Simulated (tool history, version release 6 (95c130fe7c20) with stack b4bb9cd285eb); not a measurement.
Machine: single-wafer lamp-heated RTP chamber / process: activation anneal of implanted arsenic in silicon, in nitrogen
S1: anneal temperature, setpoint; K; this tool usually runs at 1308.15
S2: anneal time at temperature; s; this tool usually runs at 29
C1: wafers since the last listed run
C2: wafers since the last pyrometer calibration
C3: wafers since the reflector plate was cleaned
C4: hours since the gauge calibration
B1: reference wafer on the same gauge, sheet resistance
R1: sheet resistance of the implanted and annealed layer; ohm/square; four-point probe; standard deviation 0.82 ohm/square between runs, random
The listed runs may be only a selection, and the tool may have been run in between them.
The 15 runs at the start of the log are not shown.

run     day       S1  S2   C1    C2    C3     C4      B1      R1
 16  16.646  1308.15  29  406  1548  1548  154.6  532.03  545.18
 17  17.596  1308.15  29  301  1849  1849  177.4  532.46   544.5
 18    18.4  1280.15  20  254  2104  2104  196.7  532.04  549.16
 19  19.679  1308.15  29  405  2509  2509  227.4  531.66   542.2
 20  20.867  1300.15  29  376  2886  2886  255.9  531.15  544.79
 21  21.558  1308.15  29  219  3105  3105  272.5  531.48  542.01
 22  22.188  1308.15  22  199  3305  3305  287.6  530.93  546.32
 23  23.096  1322.15  20  287  3593  3593  309.4  530.64  543.83
 24  24.254  1295.15  38  367  3960  3960  337.2  530.56  542.89
 25  25.238  1284.15  19  311  4272  4272  360.8  530.71  547.57
 26  26.304  1318.15  40  338  4610  4610  386.4  530.22  536.23
     27.742  -- pyrometer window cleaned and pyrometer calibrated
 27  27.762  1283.15  37  356     7  4967  421.4  529.85  544.08
 28  28.479  1329.15  36  227   234  5194  438.6  529.58  534.65
 29  29.154  1308.15  29  214   448  5408  454.8   529.5  540.73
 30  29.683  1292.15  45  167   616  5576  467.5  529.14  540.99
 31  30.704  1308.15  24  323   939  5899    492  529.28   541.6
 32  31.808  1300.15  44  350  1289  6249  518.5  529.03   539.2
 33  32.692  1288.15  24  280  1569  6529  539.7  528.93  544.95
 34  33.325  1308.15  29  200  1770  6730  554.9  528.62  540.67
 35  34.458  1308.15  29  359  2129  7089  582.1  528.38  540.34
 36  35.646  1290.15  38  376  2506  7466  610.6  528.27  540.42
 37  36.858  1282.15  13  384  2890  7850  639.7  527.63  547.33
 38  37.717  1308.15  41  272  3163  8122  660.3  527.98  535.96

3 options for the next run, each taken on its own from the tool as it stands now. Forecast them:
  A  37.733  1308.15  37   5  3168  8128  660.7   ?   ?
  B  37.733  1286.15  13   5  3168  8128  660.7   ?   ?
  C  37.733  1328.15  20   5  3168  8128  660.7   ?   ?

run      B1      R1
  A  528.11  537.56
  B  528.11  546.58
  C  528.11  539.01
With the hidden condition removed and each run's random variation left untouched, the same runs would have given:
run      R1
  A  542.89
  B  551.99
  C  544.34

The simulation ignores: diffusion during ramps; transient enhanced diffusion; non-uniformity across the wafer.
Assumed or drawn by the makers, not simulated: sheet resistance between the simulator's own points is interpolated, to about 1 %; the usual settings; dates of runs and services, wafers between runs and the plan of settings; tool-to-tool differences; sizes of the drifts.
